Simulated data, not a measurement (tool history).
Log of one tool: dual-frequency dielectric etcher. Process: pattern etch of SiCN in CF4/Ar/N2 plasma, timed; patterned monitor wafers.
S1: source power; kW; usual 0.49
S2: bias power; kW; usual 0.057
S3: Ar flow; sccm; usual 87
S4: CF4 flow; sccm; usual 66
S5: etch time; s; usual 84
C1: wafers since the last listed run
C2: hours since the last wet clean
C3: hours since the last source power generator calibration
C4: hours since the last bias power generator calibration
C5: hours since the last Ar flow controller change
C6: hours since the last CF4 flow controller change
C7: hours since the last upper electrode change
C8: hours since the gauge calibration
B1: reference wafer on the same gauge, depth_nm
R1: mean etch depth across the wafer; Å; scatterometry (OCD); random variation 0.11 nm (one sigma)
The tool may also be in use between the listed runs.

Run 1, day 0: usual settings; C1 0; C2 342; C3 3301.6; C4 5469.1; C5 1661.2; C6 4322.8; C7 3753.7; C8 61.5; B1 79.3. Result: R1 710 Å.
Run 2, day 0.542: usual settings but S3 78 sccm; C1 194; C2 355; C3 3314.6; C4 5482.1; C5 1674.2; C6 4335.8; C7 3766.7; C8 74.5; B1 79.2. Result: R1 718 Å.
At day 1.204: gauge calibrated.
Run 3, day 1.208: usual settings; C1 239; C2 371; C3 3330.6; C4 5498.1; C5 1690.2; C6 4351.8; C7 3782.7; C8 0.1; B1 79.1. Result: R1 708 Å.
Run 4, day 1.658: usual settings; C1 161; C2 381.8; C3 3341.4; C4 5508.9; C5 1701; C6 4362.6; C7 3793.5; C8 10.9; B1 79.1. Result: R1 708 Å.
Run 5, day 2.925: usual settings; C1 454; C2 412.2; C3 3371.8; C4 5539.3; C5 1731.4; C6 4393; C7 3823.9; C8 41.3; B1 79.2. Result: R1 707 Å.
Run 6, day 3.567: usual settings; C1 230; C2 427.6; C3 3387.2; C4 5554.7; C5 1746.8; C6 4408.4; C7 3839.3; C8 56.7; B1 79.3. Result: R1 705 Å.
Run 7, day 3.929: usual settings; C1 130; C2 436.3; C3 3395.9; C4 5563.4; C5 1755.5; C6 4417.1; C7 3848; C8 65.4; B1 79.2. Result: R1 706 Å.
At day 4.454: CF4 flow controller replaced.
At day 4.521: Ar flow controller replaced.
Run 8, day 4.538: usual settings; C1 105; C2 450.9; C3 3410.5; C4 5578; C5 0.4; C6 2; C7 3862.6; C8 80; B1 79.2. Result: R1 704 Å.
At day 5.2: source power generator calibrated.
At day 5.7: gauge calibrated.
At day 5.95: upper electrode replaced.
At day 6.371: wet clean of the chamber.
Run 9, day 6.392: usual settings but S5 94 s; C1 186; C2 0.5; C3 28.6; C4 5622.5; C5 44.9; C6 46.5; C7 10.6; C8 16.6; B1 79.2. Result: R1 812 Å.
Run 10, day 6.404: usual settings but S1 0.41 kW, S2 0.043 kW, S4 61 sccm; C1 4; C2 0.8; C3 28.9; C4 5622.8; C5 45.2; C6 46.8; C7 10.9; C8 16.9; B1 79.2. Result: R1 544 Å.
Run 11, day 6.421: usual settings but S1 0.38 kW, S4 50 sccm, S5 65 s; C1 5; C2 1.2; C3 29.3; C4 5623.2; C5 45.6; C6 47.2; C7 11.3; C8 17.3; B1 79.2. Result: R1 428 Å.
Run 12, day 6.433: usual settings but S1 0.44 kW, S3 72 sccm, S4 75 sccm, S5 67 s; C1 4; C2 1.5; C3 29.6; C4 5623.5; C5 45.9; C6 47.5; C7 11.6; C8 17.6; B1 79.2. Result: R1 544 Å.
At day 6.738: bias power generator calibrated.
Run 13, day 6.971: usual settings but S4 61 sccm; C1 133; C2 14.4; C3 42.5; C4 5.6; C5 58.8; C6 60.4; C7 24.5; C8 30.5; B1 79.2. Result: R1 715 Å.
Run 14, day 7.571: usual settings; C1 215; C2 28.8; C3 56.9; C4 20; C5 73.2; C6 74.8; C7 38.9; C8 44.9; B1 79.2. Result: R1 725 Å.
Run 15, day 8.092: usual settings; C1 186; C2 41.3; C3 69.4; C4 32.5; C5 85.7; C6 87.3; C7 51.4; C8 57.4; B1 79.2. Result: R1 721 Å.
Run 16, day 8.458: usual settings but S1 0.53 kW, S3 71 sccm; C1 131; C2 50.1; C3 78.2; C4 41.3; C5 94.5; C6 96.1; C7 60.2; C8 66.2; B1 79.2. Result: R1 791 Å.

3 ways to go on from here, each from the tool as it stands after run 16. What would each give?
Run A, day 8.475: usual settings but S4 53 sccm; C1 5; C2 50.5; C3 78.6; C4 41.7; C5 94.9; C6 96.5; C7 60.6; C8 66.6; B1 ?. Result: R1 ?.
Run B, day 8.475: usual settings but S2 0.068 kW, S5 75 s; C1 5; C2 50.5; C3 78.6; C4 41.7; C5 94.9; C6 96.5; C7 60.6; C8 66.6; B1 ?. Result: R1 ?.
Run C, day 8.475: usual settings but S5 73.5 s; C1 5; C2 50.5; C3 78.6; C4 41.7; C5 94.9; C6 96.5; C7 60.6; C8 66.6; B1 ?. Result: R1 ?.

run    B1   R1
  A  79.2  700
  B  79.2  695
  C  79.2  634
Without the tool's hidden state the same runs would have given:
run   R1
  A  703
  B  699
  C  637
